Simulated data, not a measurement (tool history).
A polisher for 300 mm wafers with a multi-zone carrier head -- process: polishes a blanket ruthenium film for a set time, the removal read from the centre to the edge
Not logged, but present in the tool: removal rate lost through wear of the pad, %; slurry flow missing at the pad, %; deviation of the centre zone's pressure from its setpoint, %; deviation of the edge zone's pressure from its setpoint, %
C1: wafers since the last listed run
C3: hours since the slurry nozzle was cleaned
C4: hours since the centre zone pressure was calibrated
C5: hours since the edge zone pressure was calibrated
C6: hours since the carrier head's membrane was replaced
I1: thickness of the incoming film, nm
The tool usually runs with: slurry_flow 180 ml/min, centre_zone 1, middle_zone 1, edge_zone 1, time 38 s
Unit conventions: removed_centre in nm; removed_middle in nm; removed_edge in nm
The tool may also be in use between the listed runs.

{"run": 1, "day": 0.0, "slurry_flow": 180, "centre_zone": 1, "middle_zone": 1, "edge_zone": 1, "time": 38, "C1": 0, "wafers polished on this pad": 613, "C3": 319, "C4": 161.4, "C5": 1287.6, "C6": 1389.8, "I1": 420.2, "removed_centre": 35.2, "removed_middle": 35.7, "removed_edge": 35.7}
{"run": 2, "day": 1.238, "slurry_flow": 180, "centre_zone": 1, "middle_zone": 1, "edge_zone": 1, "time": 38, "C1": 320, "wafers polished on this pad": 933, "C3": 348.7, "C4": 191.1, "C5": 1317.3, "C6": 1419.5, "I1": 424.6, "removed_centre": 35.1, "removed_middle": 35.6, "removed_edge": 35.5}
{"run": 3, "day": 2.438, "slurry_flow": 180, "centre_zone": 1, "middle_zone": 1, "edge_zone": 1, "time": 38, "C1": 310, "wafers polished on this pad": 1243, "C3": 377.5, "C4": 219.9, "C5": 1346.1, "C6": 1448.3, "I1": 424.2, "removed_centre": 34.8, "removed_middle": 34.9, "removed_edge": 34.7}
{"run": 4, "day": 3.333, "slurry_flow": 180, "centre_zone": 1, "middle_zone": 1, "edge_zone": 1, "time": 38, "C1": 231, "wafers polished on this pad": 1475, "C3": 399, "C4": 241.4, "C5": 1367.6, "C6": 1469.8, "I1": 425.6, "removed_centre": 34.5, "removed_middle": 35, "removed_edge": 34.6}
{"day": 4.204, "done": "worn pad replaced by a new one"}
{"run": 5, "day": 4.325, "slurry_flow": 180, "centre_zone": 1, "middle_zone": 1, "edge_zone": 1, "time": 38, "C1": 213, "wafers polished on this pad": 31, "C3": 422.8, "C4": 265.2, "C5": 1391.4, "C6": 1493.6, "I1": 418.7, "removed_centre": 32.7, "removed_middle": 32.9, "removed_edge": 32.4}
{"run": 6, "day": 5.321, "slurry_flow": 205, "centre_zone": 1, "middle_zone": 1, "edge_zone": 1, "time": 38, "C1": 257, "wafers polished on this pad": 288, "C3": 446.7, "C4": 289.1, "C5": 1415.3, "C6": 1517.5, "I1": 422.4, "removed_centre": 32.4, "removed_middle": 33.6, "removed_edge": 32.7}
{"run": 7, "day": 6.017, "slurry_flow": 205, "centre_zone": 1, "middle_zone": 1, "edge_zone": 1, "time": 38, "C1": 180, "wafers polished on this pad": 468, "C3": 463.4, "C4": 305.8, "C5": 1432, "C6": 1534.2, "I1": 429.8, "removed_centre": 32.3, "removed_middle": 32.5, "removed_edge": 32.2}
{"day": 6.921, "done": "carrier head's membrane replaced by a new one"}
{"run": 8, "day": 6.942, "slurry_flow": 205, "centre_zone": 1, "middle_zone": 1, "edge_zone": 1, "time": 38, "C1": 185, "wafers polished on this pad": 654, "C3": 485.6, "C4": 328, "C5": 1454.2, "C6": 0.5, "I1": 418.8, "removed_centre": 31.9, "removed_middle": 31.3, "removed_edge": 32}
{"day": 7.371, "done": "centre zone pressure recalibrated"}
{"day": 7.812, "done": "worn pad replaced by a new one, repeated, since the last time left the tool worse"}
{"run": 9, "day": 8.121, "slurry_flow": 180, "centre_zone": 1, "middle_zone": 1, "edge_zone": 1, "time": 33, "C1": 240, "wafers polished on this pad": 79, "C3": 513.9, "C4": 18, "C5": 1482.5, "C6": 28.8, "I1": 414.2, "removed_centre": 32.6, "removed_middle": 31.4, "removed_edge": 31.8}
{"run": 10, "day": 9.083, "slurry_flow": 180, "centre_zone": 1, "middle_zone": 1, "edge_zone": 1, "time": 33, "C1": 249, "wafers polished on this pad": 328, "C3": 537, "C4": 41.1, "C5": 1505.6, "C6": 51.9, "I1": 416.2, "removed_centre": 31.7, "removed_middle": 31.7, "removed_edge": 31.3}
{"day": 9.925, "done": "edge zone pressure recalibrated"}
{"run": 11, "day": 10.038, "slurry_flow": 220, "centre_zone": 1, "middle_zone": 1.11, "edge_zone": 1.04, "time": 48, "C1": 225, "wafers polished on this pad": 554, "C3": 559.9, "C4": 64, "C5": 2.7, "C6": 74.8, "I1": 417.1, "removed_centre": 47.9, "removed_middle": 49.6, "removed_edge": 46.2}
{"run": 12, "day": 10.958, "slurry_flow": 200, "centre_zone": 1, "middle_zone": 1, "edge_zone": 1.09, "time": 38, "C1": 238, "wafers polished on this pad": 792, "C3": 582, "C4": 86.1, "C5": 24.8, "C6": 96.9, "I1": 413.6, "removed_centre": 36.5, "removed_middle": 35.6, "removed_edge": 36.8}
{"run": 13, "day": 11.8, "slurry_flow": 180, "centre_zone": 1, "middle_zone": 1.08, "edge_zone": 1, "time": 38, "C1": 217, "wafers polished on this pad": 1010, "C3": 602.2, "C4": 106.3, "C5": 45, "C6": 117.1, "I1": 422.9, "removed_centre": 35.6, "removed_middle": 37, "removed_edge": 35.2}
{"run": 14, "day": 12.454, "slurry_flow": 180, "centre_zone": 1, "middle_zone": 1, "edge_zone": 1, "time": 38, "C1": 169, "wafers polished on this pad": 1179, "C3": 617.9, "C4": 122, "C5": 60.7, "C6": 132.8, "I1": 426.7, "removed_centre": 34.4, "removed_middle": 34.6, "removed_edge": 34.7}
{"day": 12.954, "done": "slurry nozzle cleaned"}
{"day": 13.067, "done": "worn pad replaced by a new one"}
{"run": 15, "day": 13.538, "slurry_flow": 180, "centre_zone": 0.94, "middle_zone": 1, "edge_zone": 1.09, "time": 29, "C1": 240, "wafers polished on this pad": 121, "C3": 14, "C4": 148, "C5": 86.7, "C6": 158.8, "I1": 416.2, "removed_centre": 26.2, "removed_middle": 28.1, "removed_edge": 28.6}
{"run": 16, "day": 14.412, "slurry_flow": 180, "centre_zone": 1, "middle_zone": 1, "edge_zone": 1, "time": 38, "C1": 226, "wafers polished on this pad": 348, "C3": 35, "C4": 169, "C5": 107.7, "C6": 179.8, "I1": 425.5, "removed_centre": 36, "removed_middle": 35.8, "removed_edge": 35.9}
{"run": 17, "day": 15.475, "slurry_flow": 180, "centre_zone": 0.95, "middle_zone": 1, "edge_zone": 0.92, "time": 38, "C1": 274, "wafers polished on this pad": 623, "C3": 60.5, "C4": 194.5, "C5": 133.2, "C6": 205.3, "I1": 420, "removed_centre": 33.7, "removed_middle": 36.3, "removed_edge": 34.9}
{"run": 18, "day": 16.575, "slurry_flow": 220, "centre_zone": 1, "middle_zone": 1, "edge_zone": 1, "time": 38, "C1": 284, "wafers polished on this pad": 907, "C3": 86.9, "C4": 220.9, "C5": 159.6, "C6": 231.7, "I1": 416.5, "removed_centre": 36.3, "removed_middle": 35.9, "removed_edge": 36.3}
{"day": 18.054, "done": "worn pad replaced by a new one"}
{"run": 19, "day": 19.542, "slurry_flow": 235, "centre_zone": 1, "middle_zone": 1, "edge_zone": 1, "time": 33, "C1": 724, "wafers polished on this pad": 384, "C3": 158.1, "C4": 292.1, "C5": 230.8, "C6": 302.9, "I1": 426, "removed_centre": 32.4, "removed_middle": 32.6, "removed_edge": 32.3}
{"run": 20, "day": 20.958, "slurry_flow": 120, "centre_zone": 1.03, "middle_zone": 1.03, "edge_zone": 1.07, "time": 38, "C1": 366, "wafers polished on this pad": 751, "C3": 192.1, "C4": 326.1, "C5": 264.8, "C6": 336.9, "I1": 423.5, "removed_centre": 33.8, "removed_middle": 33.2, "removed_edge": 34.6}
{"run": 21, "day": 21.5, "slurry_flow": 145, "centre_zone": 0.92, "middle_zone": 1.08, "edge_zone": 1.05, "time": 38, "C1": 140, "wafers polished on this pad": 891, "C3": 205.1, "C4": 339.1, "C5": 277.8, "C6": 349.9, "I1": 419.7, "removed_centre": 31.7, "removed_middle": 36.1, "removed_edge": 35.1}
{"day": 21.588, "done": "centre zone pressure recalibrated"}
{"run": 22, "day": 22.608, "slurry_flow": 180, "centre_zone": 1, "middle_zone": 0.94, "edge_zone": 1, "time": 38, "C1": 265, "wafers polished on this pad": 1156, "C3": 231.7, "C4": 24.5, "C5": 304.4, "C6": 376.5, "I1": 419.8, "removed_centre": 35, "removed_middle": 33.9, "removed_edge": 35}

4 options for the next run, each taken on its own from the tool as it stands now. Forecast them:
{"run": "A", "day": 22.625, "slurry_flow": 180, "centre_zone": 1, "middle_zone": 1, "edge_zone": 1, "time": 38, "C1": 4, "wafers polished on this pad": 1161, "C3": 232.1, "C4": 24.9, "C5": 304.8, "C6": 376.9, "I1": 422.7, "removed_centre": "?", "removed_middle": "?", "removed_edge": "?"}
{"run": "B", "day": 22.625, "slurry_flow": 180, "centre_zone": 1, "middle_zone": 1, "edge_zone": 0.93, "time": 38, "C1": 4, "wafers polished on this pad": 1161, "C3": 232.1, "C4": 24.9, "C5": 304.8, "C6": 376.9, "I1": 422.7, "removed_centre": "?", "removed_middle": "?", "removed_edge": "?"}
{"run": "C", "day": 22.625, "slurry_flow": 240, "centre_zone": 1, "middle_zone": 0.92, "edge_zone": 1, "time": 38, "C1": 4, "wafers polished on this pad": 1161, "C3": 232.1, "C4": 24.9, "C5": 304.8, "C6": 376.9, "I1": 422.7, "removed_centre": "?", "removed_middle": "?", "removed_edge": "?"}
{"run": "D", "day": 22.625, "slurry_flow": 150, "centre_zone": 1, "middle_zone": 1, "edge_zone": 1, "time": 38, "C1": 4, "wafers polished on this pad": 1161, "C3": 232.1, "C4": 24.9, "C5": 304.8, "C6": 376.9, "I1": 422.7, "removed_centre": "?", "removed_middle": "?", "removed_edge": "?"}

run=A removed_centre=35.4 removed_middle=36.3 removed_edge=35.1
run=B removed_centre=35.4 removed_middle=36.3 removed_edge=34.4
run=C removed_centre=36.8 removed_middle=35.9 removed_edge=36
run=D removed_centre=34.4 removed_middle=35.4 removed_edge=34.4
With no hidden state in the tool, these same runs would have given:
run=A removed_centre=37.3 removed_middle=38.2 removed_edge=36.9
run=B removed_centre=37.3 removed_middle=38.2 removed_edge=36.2
run=C removed_centre=38.8 removed_middle=37.8 removed_edge=37.9
run=D removed_centre=36.2 removed_middle=37.3 removed_edge=36.2

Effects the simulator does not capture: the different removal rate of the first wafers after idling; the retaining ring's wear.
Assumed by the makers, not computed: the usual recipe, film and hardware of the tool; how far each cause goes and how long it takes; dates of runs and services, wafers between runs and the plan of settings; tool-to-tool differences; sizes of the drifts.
